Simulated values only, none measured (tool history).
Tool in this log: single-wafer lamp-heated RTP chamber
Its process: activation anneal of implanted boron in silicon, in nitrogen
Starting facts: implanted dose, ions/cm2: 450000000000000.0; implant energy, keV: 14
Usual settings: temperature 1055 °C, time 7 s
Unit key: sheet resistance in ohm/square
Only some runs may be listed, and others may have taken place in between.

| run | hour | temperature | time | read-back reference wafer on the same gauge, sheet resistance | sheet resistance |
|---|---|---|---|---|---|
| 1 | 0 | 1066 | 7 | 203.35 | 244.7 |
| 2 | 120.3 | 1066 | 7 | 203.54 | 244.99 |
| 3 | 184.6 | 1066 | 7 | 203.71 | 245.13 |
|  | 220.1 | reflector plate cleaned |
| 4 | 222.1 | 1055 | 9 | 203.87 | 245.34 |
| 5 | 279 | 1055 | 9 | 204.18 | 245 |
| 6 | 347.9 | 1055 | 9 | 204.09 | 245.27 |
| 7 | 411.7 | 1038 | 7 | 204.43 | 246.52 |
| 8 | 466.3 | 1044 | 8 | 204.62 | 247.02 |
|  | 485.8 | pyrometer window cleaned and pyrometer calibrated |
| 9 | 496.5 | 1044 | 7 | 204.84 | 246.91 |
|  | 506 | gauge calibrated |
| 10 | 534.1 | 1044 | 7 | 202.2 | 244.46 |
| 11 | 596 | 1078 | 7 | 202.36 | 242.88 |
| 12 | 634.6 | 1061 | 7 | 202.23 | 243.38 |
| 13 | 658.6 | 1061 | 7 | 202.23 | 243.33 |
|  | 686.1 | reflector plate cleaned |
| 14 | 700.9 | 1072 | 7 | 202.08 | 242.56 |
| 15 | 751.4 | 1078 | 10 | 202.23 | 241.93 |
| 16 | 799.1 | 1070 | 6 | 202.33 | 243.7 |
| 17 | 846.1 | 1068 | 3 | 202.34 | 245.14 |
| 18 | 884.3 | 1041 | 6 | 202.47 | 244.71 |
| 19 | 928.5 | 1027 | 7 | 202.49 | 245.24 |
| 20 | 962.9 | 1055 | 7 | 202.44 | 243.86 |
| 21 | 1006.9 | 1035 | 7 | 202.56 | 244.68 |
| 22 | 1033.7 | 1055 | 7 | 202.58 | 243.36 |
|  | 1081.2 | pyrometer window cleaned and pyrometer calibrated |
| 23 | 1113.9 | 1055 | 7 | 202.48 | 243.82 |
|  | 1140.7 | reflector plate cleaned |
| 24 | 1178.2 | 1046 | 7 | 202.75 | 243.85 |
| 25 | 1373.9 | 1055 | 3 | 202.92 | 245.36 |
| 26 | 1439 | 1042 | 11 | 203.16 | 244.3 |
| 27 | 1510.7 | 1032 | 11 | 203.21 | 245.01 |
| 28 | 1553.8 | 1069 | 11 | 203.28 | 243.06 |
| 29 | 1581.4 | 1036 | 10 | 203.36 | 244.61 |
| 30 | 1624 | 1081 | 7 | 203.42 | 244.31 |
|  | 1659.2 | pyrometer window cleaned and pyrometer calibrated |
|  | 1662.8 | reflector plate cleaned |
| 31 | 1786.4 | 1074 | 4 | 203.88 | 246.12 |
| 32 | 1835.6 | 1055 | 7 | 204.06 | 246.04 |
| 33 | 1900.6 | 1040 | 4 | 204.02 | 247.8 |
| 34 | 1954.3 | 1055 | 7 | 204.23 | 246.19 |
| 35 | 1991.9 | 1055 | 7 | 204.48 | 246.71 |
| 36 | 2026.4 | 1055 | 7 | 204.37 | 246.19 |

Each run again, without the hidden state but with its own random variation kept:
Unlogged tool condition in this case: true wafer temperature minus pyrometer reading, K; wafer temperature error from the tarnished reflector plate, K; gauge reads high (%).
| run | sheet resistance |
|---|---|
| 1 | 243.26 |
| 2 | 243.17 |
| 3 | 243.1 |
| 4 | 243.17 |
| 5 | 242.63 |
| 6 | 242.65 |
| 7 | 243.64 |
| 8 | 243.92 |
| 9 | 243.69 |
| 10 | 244.16 |
| 11 | 242.57 |
| 12 | 243.06 |
| 13 | 243 |
| 14 | 242.22 |
| 15 | 241.56 |
| 16 | 243.3 |
| 17 | 244.7 |
| 18 | 244.25 |
| 19 | 244.73 |
| 20 | 243.32 |
| 21 | 244.09 |
| 22 | 242.75 |
| 23 | 243.1 |
| 24 | 243.04 |
| 25 | 244.2 |
| 26 | 243.01 |
| 27 | 243.56 |
| 28 | 241.52 |
| 29 | 243 |
| 30 | 242.59 |
| 31 | 243.95 |
| 32 | 243.73 |
| 33 | 245.27 |
| 34 | 243.51 |
| 35 | 243.89 |
| 36 | 243.26 |

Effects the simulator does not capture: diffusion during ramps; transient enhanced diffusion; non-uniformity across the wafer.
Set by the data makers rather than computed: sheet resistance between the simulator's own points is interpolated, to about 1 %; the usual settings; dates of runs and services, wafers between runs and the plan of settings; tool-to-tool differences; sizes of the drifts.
